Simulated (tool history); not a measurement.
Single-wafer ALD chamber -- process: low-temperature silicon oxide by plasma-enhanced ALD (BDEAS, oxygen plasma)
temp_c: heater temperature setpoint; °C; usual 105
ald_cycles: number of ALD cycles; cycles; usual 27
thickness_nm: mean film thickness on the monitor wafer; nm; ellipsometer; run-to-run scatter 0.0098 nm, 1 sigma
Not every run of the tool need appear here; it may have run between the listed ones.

| run | day | temp_c | ald_cycles | read-back reference wafer on the same gauge, thickness_nm | thickness_nm |
|---|---|---|---|---|---|
| 1 | 0 | 113 | 27 | 3.78 | 3.856 |
| 2 | 0.633 | 105 | 31 | 3.782 | 4.497 |
|  | 0.733 | gauge calibrated |
| 3 | 1.146 | 105 | 31 | 3.78 | 4.494 |
| 4 | 2.421 | 105 | 27 | 3.779 | 3.929 |
| 5 | 3 | 105 | 29 | 3.778 | 4.189 |
| 6 | 3.525 | 105 | 29 | 3.778 | 4.208 |
| 7 | 3.95 | 105 | 29 | 3.781 | 4.224 |
| 8 | 4.217 | 102 | 27 | 3.781 | 3.962 |
|  | 5.121 | thermocouple changed; heater temperature recalibrated |
| 9 | 5.142 | 102 | 27 | 3.781 | 3.93 |
| 10 | 5.458 | 105 | 24 | 3.782 | 3.484 |
| 11 | 5.842 | 112 | 25 | 3.779 | 3.56 |
| 12 | 6.429 | 105 | 27 | 3.779 | 3.899 |
| 13 | 7.021 | 119 | 25 | 3.779 | 3.514 |
|  | 7.212 | gauge calibrated |
| 14 | 7.675 | 99 | 31 | 3.779 | 4.561 |
| 15 | 8.025 | 95 | 29 | 3.781 | 4.345 |
| 16 | 8.371 | 99 | 22 | 3.781 | 3.249 |
| 17 | 8.675 | 101 | 32 | 3.783 | 4.662 |
| 18 | 9.362 | 99 | 27 | 3.78 | 3.98 |
| 19 | 9.671 | 99 | 31 | 3.779 | 4.568 |
| 20 | 10.075 | 105 | 27 | 3.779 | 3.928 |
| 21 | 10.6 | 101 | 32 | 3.78 | 4.683 |

3 options for the next run, each taken on its own from the tool as it stands now. Forecast them:
| A | 10.617 | 105 | 27 | ? | ? |
| B | 10.617 | 118 | 24 | ? | ? |
| C | 10.617 | 100 | 31 | ? | ? |

| run | read-back reference wafer on the same gauge, thickness_nm | thickness_nm |
|---|---|---|
| A | 3.779 | 3.917 |
| B | 3.779 | 3.388 |
| C | 3.779 | 4.55 |
The same runs, with their run-to-run variation unchanged, on a tool lacking any hidden condition would have given:
| run | thickness_nm |
|---|---|
| A | 3.917 |
| B | 3.388 |
| C | 4.55 |

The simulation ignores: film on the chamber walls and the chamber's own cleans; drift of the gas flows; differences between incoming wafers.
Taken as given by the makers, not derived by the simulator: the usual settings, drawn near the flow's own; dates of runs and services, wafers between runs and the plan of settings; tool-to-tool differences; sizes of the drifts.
